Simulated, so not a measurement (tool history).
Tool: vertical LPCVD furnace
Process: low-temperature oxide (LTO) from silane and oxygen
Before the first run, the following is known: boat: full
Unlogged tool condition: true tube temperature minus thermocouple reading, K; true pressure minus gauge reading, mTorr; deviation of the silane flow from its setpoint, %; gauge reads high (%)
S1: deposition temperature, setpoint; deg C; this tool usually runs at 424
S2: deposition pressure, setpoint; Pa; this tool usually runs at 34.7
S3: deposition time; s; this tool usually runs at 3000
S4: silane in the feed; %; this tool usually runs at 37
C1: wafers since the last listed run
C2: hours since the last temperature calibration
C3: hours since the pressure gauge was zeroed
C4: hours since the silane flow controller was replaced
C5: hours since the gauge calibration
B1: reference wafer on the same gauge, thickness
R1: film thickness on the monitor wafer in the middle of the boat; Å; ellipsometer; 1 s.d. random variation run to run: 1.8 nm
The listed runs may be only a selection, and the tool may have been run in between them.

run,day,S1,S2,S3,S4,C1,C2,C3,C4,C5,B1,R1
1,0,424,30.7,3000,37,0,2522.3,1092.5,3622.3,317.3,603.61,5780.1
2,2.254,424,34.7,3000,37,836,2576.4,1146.6,3676.4,371.4,602.64,6525.1
3,4.575,424,34.7,3000,37,861,2632.1,1202.3,3732.1,427.1,602.67,6561
4,8.096,424,34.7,3000,37,1306,2716.6,1286.8,3816.6,511.6,603.86,6515.6
5,11.417,424,34.7,3000,37,1232,2796.3,1366.5,3896.3,591.3,604.03,6566
# day 21.388: silane flow controller replaced
6,21.667,424,34.7,3000,37,3433,3042.3,1612.5,6.7,837.3,603.04,6579
7,25.825,424,34.7,3000,37,1543,3142.1,1712.3,106.5,937.1,603.16,6580
8,29.608,424,34.7,3000,37,1404,3232.9,1803.1,197.3,1027.9,602.84,6601.1
9,33.704,424,34.7,3000,37,1520,3331.2,1901.4,295.6,1126.2,602.81,6622.5
10,35.417,424,32,2130,37,635,3372.3,1942.5,336.7,1167.3,602.22,4346.7
# day 38.758: pressure gauge zeroed
11,38.779,431,34.7,3000,37,876,3453,0.5,417.4,1248,602.77,6916.2
12,40.096,424,34.7,3000,37,488,3484.6,32.1,449,1279.6,602.72,6472.3
13,43.375,424,34.7,3540,37,1217,3563.3,110.8,527.7,1358.3,603.31,7634.7
# day 44.929: thermocouples replaced and temperature profile calibrated
# day 45.246: gauge calibrated
14,45.85,424,34.7,3000,37,547,22.1,170.2,587.1,14.5,602.94,6335.3
15,48.121,416,40.7,3000,42,842,76.6,224.7,641.6,69,602.99,7944.4
16,50.433,434,34.7,3720,37,858,132.1,280.2,697.1,124.5,603.1,8712.4
17,52.833,430,37.3,3000,32,890,189.7,337.8,754.7,182.1,603.28,6049.9
18,55.925,424,34.7,3000,42,1147,263.9,412,828.9,256.3,603.45,7371.7
19,57.65,424,34.7,3000,40,640,305.3,453.4,870.3,297.7,603,7012.6

5 options for the next run, each taken on its own from the tool as it stands now. Forecast them:
A,57.854,424,34.7,3000,37,75,310.2,458.3,875.2,302.6,?,?
B,57.854,430,34.7,3570,37,75,310.2,458.3,875.2,302.6,?,?
C,57.854,424,26.7,2040,37,75,310.2,458.3,875.2,302.6,?,?
D,57.854,424,42.7,3000,37,75,310.2,458.3,875.2,302.6,?,?
E,57.854,429,34.7,2130,40,75,310.2,458.3,875.2,302.6,?,?

run,B1,R1
A,603.95,6384.8
B,603.95,8076
C,603.95,3362.1
D,603.95,7825.3
E,603.95,5214.8
With no hidden state in the tool, these same runs would have given:
run,R1
A,6238.1
B,7890.6
C,3263
D,7677.6
E,5095.2

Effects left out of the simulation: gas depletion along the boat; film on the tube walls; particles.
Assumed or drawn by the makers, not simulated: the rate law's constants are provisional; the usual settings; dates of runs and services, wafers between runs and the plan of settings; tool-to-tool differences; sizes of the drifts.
